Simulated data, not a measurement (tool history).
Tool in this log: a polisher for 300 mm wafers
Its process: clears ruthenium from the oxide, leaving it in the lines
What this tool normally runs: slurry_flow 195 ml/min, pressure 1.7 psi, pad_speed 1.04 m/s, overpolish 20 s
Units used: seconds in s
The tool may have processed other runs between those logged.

run    hour  slurry_flow  pressure  pad_speed  overpolish  incoming thickness of the incoming film, nm  seconds
  1       0          195       1.7       1.04          20                                        118.9    142.1
  2    58.4          195       1.7        1.2          20                                        120.4    124.9
  3   116.9          195       1.7        1.2          20                                        118.2    120.9
  4   156.9          225         2       1.04          20                                        119.6    118.9
  5   195.4          225         2       1.04          20                                        120.3    121.1
  6   242.3          195       1.7       1.04          20                                        121.3    150.1
  7     267          195       1.7       1.04          20                                          120    146.2
  8   338.3          195       1.7       1.04          20                                        119.9    152.6
  9   391.9          150       1.7       1.04          20                                        120.6    154.5
 10   433.8          150       1.7       1.04          20                                        118.3    152.1
 11   461.7          195       2.1       1.28          20                                        120.3     98.5
 12   513.5          195       2.1       1.28          20                                          119     96.4
 13   543.6          195       2.1       1.28          20                                        122.3    100.9
 14   595.3          235         2       1.04          10                                          121    118.3
 15   664.9          195       1.7       1.04          20                                        117.8    142.1
 16   701.1          195       1.7       1.14          14                                        122.5    139.6
 17   749.8          145       1.7       0.92          25                                        119.8    171.7
 18   791.6          195       1.5       1.22          20                                        119.1    135.7
 19   863.4          195       1.7       1.04          20                                        119.9    142.7
 20   966.1          195       1.7        1.2          20                                        119.2      128
 21  1028.2          225       1.7       0.86          16                                        120.6    178.7
 22  1078.7          195       1.7       0.82          20                                        118.1      187
 23  1127.7          195       1.7       1.04          20                                        119.2    149.9
 24  1154.1          225         2       1.04          28                                        121.9    131.2
 25  1184.6          175       1.5       1.16          26                                        118.8    148.7
 26  1247.4          195       1.7       1.28          10                                        119.9    121.2
 27  1278.5          195       1.7       1.04          10                                        117.9    147.4
 28    1310          195       1.2       1.04          11                                        120.5    219.7
 29  1369.1          195       1.7       1.04          20                                        119.2      142
 30  1401.7          195       1.2       1.26          24                                        119.3    166.9
 31  1444.9          250       1.7       1.04          20                                        120.2    138.7
 32  1513.6          160       1.7       0.94          20                                        120.1    165.9
 33  1574.9          145       1.7       1.04          27                                        121.7    155.6
 34  1624.2          195       1.7       1.04          20                                        118.7    148.9
 35  1649.2          235       1.9        0.9          11                                        119.1    139.7
 36  1712.6          155       1.4       1.04          11                                        120.4    178.6
 37  1757.3          195       1.7       1.04          20                                        122.3    143.4

Between the runs listed above, the log contained 9 entries, not reproduced here. Where in the sequence does each belong, and how does what the log doesn't record of the tool's condition differ from the listed run before to the listed run after?
Run 8 -> run 9: worn pad replaced by a new one (hour 355.3); slurry nozzle cleaned (hour 379.4)
  removal rate lost through wear of the pad, %: 5.66 -> 1.33; deviation of the head's pressure from its setpoint, %: -2.79 -> -3.43
  measured less the result without the state, seconds: +12.7 -> +7.2 s
Run 13 -> run 14: head pressure recalibrated (hour 583)
  removal rate lost through wear of the pad, %: 3.32 -> 4; deviation of the head's pressure from its setpoint, %: -5.6 -> -1.08
  measured less the result without the state, seconds: +8.8 -> +6 s
Run 17 -> run 18: worn pad replaced by a new one (hour 763)
  removal rate lost through wear of the pad, %: 6.03 -> 0.841; deviation of the head's pressure from its setpoint, %: -1.4 -> -1.58
  measured less the result without the state, seconds: +12.6 -> +3.3 s
Run 19 -> run 20: slurry nozzle cleaned (hour 930.9)
  removal rate lost through wear of the pad, %: 1.79 -> 3.14; deviation of the head's pressure from its setpoint, %: -1.99 -> -2.78
  measured less the result without the state, seconds: +5.4 -> +7.4 s
Run 24 -> run 25: worn pad replaced by a new one (hour 1163.8)
  removal rate lost through wear of the pad, %: 5.61 -> 0.574; deviation of the head's pressure from its setpoint, %: -4.85 -> -5.27
  measured less the result without the state, seconds: +13.3 -> +8.6 s
Run 28 -> run 29: head pressure recalibrated (hour 1368.3)
  removal rate lost through wear of the pad, %: 2.22 -> 3; deviation of the head's pressure from its setpoint, %: -7.19 -> 0.387
  measured less the result without the state, seconds: +20.3 -> +3.7 s
Run 30 -> run 31: slurry nozzle cleaned (hour 1444.4)
  removal rate lost through wear of the pad, %: 3.43 -> 4; deviation of the head's pressure from its setpoint, %: 0.374 -> 0.319
  measured less the result without the state, seconds: +5.2 -> +5.1 s
Run 34 -> run 35: worn pad replaced by a new one (hour 1642)
  removal rate lost through wear of the pad, %: 6.36 -> 0.197; deviation of the head's pressure from its setpoint, %: -0.371 -> -0.526
  measured less the result without the state, seconds: +10 -> +1 s
